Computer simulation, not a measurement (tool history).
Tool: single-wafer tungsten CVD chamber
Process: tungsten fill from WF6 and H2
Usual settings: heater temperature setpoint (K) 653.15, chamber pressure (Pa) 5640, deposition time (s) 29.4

run,hour,heater temperature setpoint (K),chamber pressure (Pa),deposition time (s),wafers since the last listed run,hours since the last thermocouple change,hours since the last manometer calibration,hours since the showerhead was replaced,hours since the gauge calibration,"read-back reference wafer on the same gauge, thickness_nm",mean film thickness on the monitor wafer (Å)
1,0,653.15,5640,29.4,0,828,788,3334.8,258.4,76.539,671
2,46.3,653.15,5640,29.4,961,874.3,834.3,3381.1,304.7,76.537,677.04
3,93.2,653.15,5640,29.4,973,921.2,881.2,3428,351.6,76.532,672.52
4,148.3,653.15,5640,29.4,1143,976.3,936.3,3483.1,406.7,76.407,673.44
5,269.8,653.15,5640,29.4,2522,1097.8,1057.8,3604.6,528.2,76.474,669.43
6,308,653.15,5640,29.4,792,1136,1096,3642.8,566.4,76.468,674.58
7,349.1,653.15,5640,29.4,853,1177.1,1137.1,3683.9,607.5,76.578,674.2
# hour 392.9: gauge calibrated
8,418.6,653.15,5640,29.4,1442,1246.6,1206.6,3753.4,25.7,76.519,675.12
9,479.7,653.15,5640,29.4,1268,1307.7,1267.7,3814.5,86.8,76.466,678.61
# hour 531.3: showerhead replaced
# hour 533.8: capacitance manometer re-zeroed and calibrated
10,542.8,663.15,6706,32.1,1092,1370.8,9,11.5,149.9,76.545,997.53
11,595.1,664.15,4400,31,1085,1423.1,61.3,63.8,202.2,76.408,711.69
12,621.9,653.15,6839,25.9,556,1449.9,88.1,90.6,229,76.367,674.58
# hour 653.1: thermocouple changed; heater temperature recalibrated
13,680.1,653.15,6013,25.1,1042,27,146.3,148.8,287.2,76.475,590.36
14,725.9,653.15,5640,26.3,950,72.8,192.1,194.6,333,76.45,590.37
15,780.1,653.15,5640,29.4,1125,127,246.3,248.8,387.2,76.445,661.96
16,819.6,665.15,6533,35.2,819,166.5,285.8,288.3,426.7,76.561,1096.17
17,877.8,646.15,5640,34.6,1208,224.7,344,346.5,484.9,76.543,685.73
18,926.8,653.15,6453,26.3,1017,273.7,393,395.5,533.9,76.525,652.98

Some steps in mean film thickness on the monitor wafer (Å) between neighbouring runs. How much of each would the tool show without its hidden state too (settings, what came in, random variation), and how much is left for the hidden state, with any gauge scatter that isn't in both results?
The hidden state here: wafer temperature above the value expected at the setpoint (K); true pressure above the setpoint (%); gauge reads high (%).
Run 12 -> 13: chamber pressure (Pa) 6839 -> 6013, deposition time (s) 25.9 -> 25.1, thermocouple changed; heater temperature recalibrated. mean film thickness on the monitor wafer (Å) -84.22: hidden state -15.23, all else -68.99.
Run 15 -> 16: heater temperature setpoint (K) 653.15 -> 665.15, chamber pressure (Pa) 5640 -> 6533, deposition time (s) 29.4 -> 35.2. mean film thickness on the monitor wafer (Å) +434.21: hidden state +3.66, all else +430.55.
